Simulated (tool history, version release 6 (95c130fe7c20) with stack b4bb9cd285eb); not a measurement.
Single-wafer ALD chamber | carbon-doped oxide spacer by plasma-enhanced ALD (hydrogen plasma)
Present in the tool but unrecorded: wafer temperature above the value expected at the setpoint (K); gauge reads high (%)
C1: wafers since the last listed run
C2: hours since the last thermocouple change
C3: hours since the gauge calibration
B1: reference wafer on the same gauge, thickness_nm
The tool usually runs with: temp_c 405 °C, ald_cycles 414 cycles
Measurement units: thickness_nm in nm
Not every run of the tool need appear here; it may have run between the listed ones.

{"run": 1, "hour": 0.0, "temp_c": 405, "ald_cycles": 414, "C1": 0, "C2": 503.1, "C3": 1029, "B1": 19.893, "thickness_nm": 20.051}
{"run": 2, "hour": 89.4, "temp_c": 411, "ald_cycles": 458, "C1": 98, "C2": 592.5, "C3": 1118.4, "B1": 19.911, "thickness_nm": 21.652}
{"run": 3, "hour": 128.4, "temp_c": 411, "ald_cycles": 458, "C1": 42, "C2": 631.5, "C3": 1157.4, "B1": 19.917, "thickness_nm": 21.843}
{"run": 4, "hour": 186.2, "temp_c": 399, "ald_cycles": 414, "C1": 63, "C2": 689.3, "C3": 1215.2, "B1": 19.889, "thickness_nm": 20.252}
{"run": 5, "hour": 229.4, "temp_c": 399, "ald_cycles": 414, "C1": 47, "C2": 732.5, "C3": 1258.4, "B1": 19.891, "thickness_nm": 20.426}
{"run": 6, "hour": 326.3, "temp_c": 413, "ald_cycles": 446, "C1": 106, "C2": 829.4, "C3": 1355.3, "B1": 19.918, "thickness_nm": 21.209}
{"run": 7, "hour": 367.7, "temp_c": 405, "ald_cycles": 414, "C1": 45, "C2": 870.8, "C3": 1396.7, "B1": 19.938, "thickness_nm": 20.254}
{"run": 8, "hour": 473.0, "temp_c": 405, "ald_cycles": 414, "C1": 115, "C2": 976.1, "C3": 1502, "B1": 19.9, "thickness_nm": 20.156}
{"run": 9, "hour": 531.0, "temp_c": 405, "ald_cycles": 414, "C1": 63, "C2": 1034.1, "C3": 1560, "B1": 19.904, "thickness_nm": 20.039}
{"run": 10, "hour": 585.1, "temp_c": 405, "ald_cycles": 414, "C1": 59, "C2": 1088.2, "C3": 1614.1, "B1": 19.923, "thickness_nm": 20.189}
{"run": 11, "hour": 674.1, "temp_c": 405, "ald_cycles": 414, "C1": 97, "C2": 1177.2, "C3": 1703.1, "B1": 19.893, "thickness_nm": 20.181}
{"run": 12, "hour": 771.5, "temp_c": 405, "ald_cycles": 414, "C1": 107, "C2": 1274.6, "C3": 1800.5, "B1": 19.925, "thickness_nm": 20.089}
{"run": 13, "hour": 818.3, "temp_c": 405, "ald_cycles": 449, "C1": 51, "C2": 1321.4, "C3": 1847.3, "B1": 19.894, "thickness_nm": 21.678}
{"run": 14, "hour": 909.6, "temp_c": 405, "ald_cycles": 414, "C1": 100, "C2": 1412.7, "C3": 1938.6, "B1": 19.917, "thickness_nm": 20.22}
{"run": 15, "hour": 975.2, "temp_c": 405, "ald_cycles": 414, "C1": 72, "C2": 1478.3, "C3": 2004.2, "B1": 19.894, "thickness_nm": 20.042}
{"run": 16, "hour": 1015.8, "temp_c": 405, "ald_cycles": 335, "C1": 44, "C2": 1518.9, "C3": 2044.8, "B1": 19.879, "thickness_nm": 16.293}
{"hour": 1071.1, "done": "thermocouple changed; heater temperature recalibrated"}
{"run": 17, "hour": 1080.6, "temp_c": 405, "ald_cycles": 414, "C1": 62, "C2": 9.5, "C3": 2109.6, "B1": 19.893, "thickness_nm": 20.37}
{"hour": 1101.6, "done": "gauge calibrated"}
{"run": 18, "hour": 1222.3, "temp_c": 405, "ald_cycles": 468, "C1": 156, "C2": 151.2, "C3": 120.7, "B1": 19.912, "thickness_nm": 22.894}
{"run": 19, "hour": 1322.0, "temp_c": 419, "ald_cycles": 370, "C1": 109, "C2": 250.9, "C3": 220.4, "B1": 19.925, "thickness_nm": 17.105}
{"run": 20, "hour": 1376.2, "temp_c": 419, "ald_cycles": 478, "C1": 59, "C2": 305.1, "C3": 274.6, "B1": 19.901, "thickness_nm": 22.113}
{"run": 21, "hour": 1434.3, "temp_c": 395, "ald_cycles": 450, "C1": 63, "C2": 363.2, "C3": 332.7, "B1": 19.872, "thickness_nm": 22.34}
{"run": 22, "hour": 1486.7, "temp_c": 405, "ald_cycles": 414, "C1": 57, "C2": 415.6, "C3": 385.1, "B1": 19.872, "thickness_nm": 20.032}
{"run": 23, "hour": 1576.7, "temp_c": 405, "ald_cycles": 414, "C1": 99, "C2": 505.6, "C3": 475.1, "B1": 19.917, "thickness_nm": 20.099}
{"run": 24, "hour": 1657.3, "temp_c": 400, "ald_cycles": 414, "C1": 88, "C2": 586.2, "C3": 555.7, "B1": 19.883, "thickness_nm": 20.552}
{"run": 25, "hour": 1724.7, "temp_c": 411, "ald_cycles": 484, "C1": 74, "C2": 653.6, "C3": 623.1, "B1": 19.9, "thickness_nm": 23.205}
{"run": 26, "hour": 1772.0, "temp_c": 405, "ald_cycles": 414, "C1": 52, "C2": 700.9, "C3": 670.4, "B1": 19.904, "thickness_nm": 19.918}
{"run": 27, "hour": 1909.5, "temp_c": 393, "ald_cycles": 338, "C1": 151, "C2": 838.4, "C3": 807.9, "B1": 19.876, "thickness_nm": 16.626}

Give the tool's hidden conditions for every run:
wafer temperature above the value expected at the setpoint (K): 0 in every run
gauge reads high (%): 0 in every run
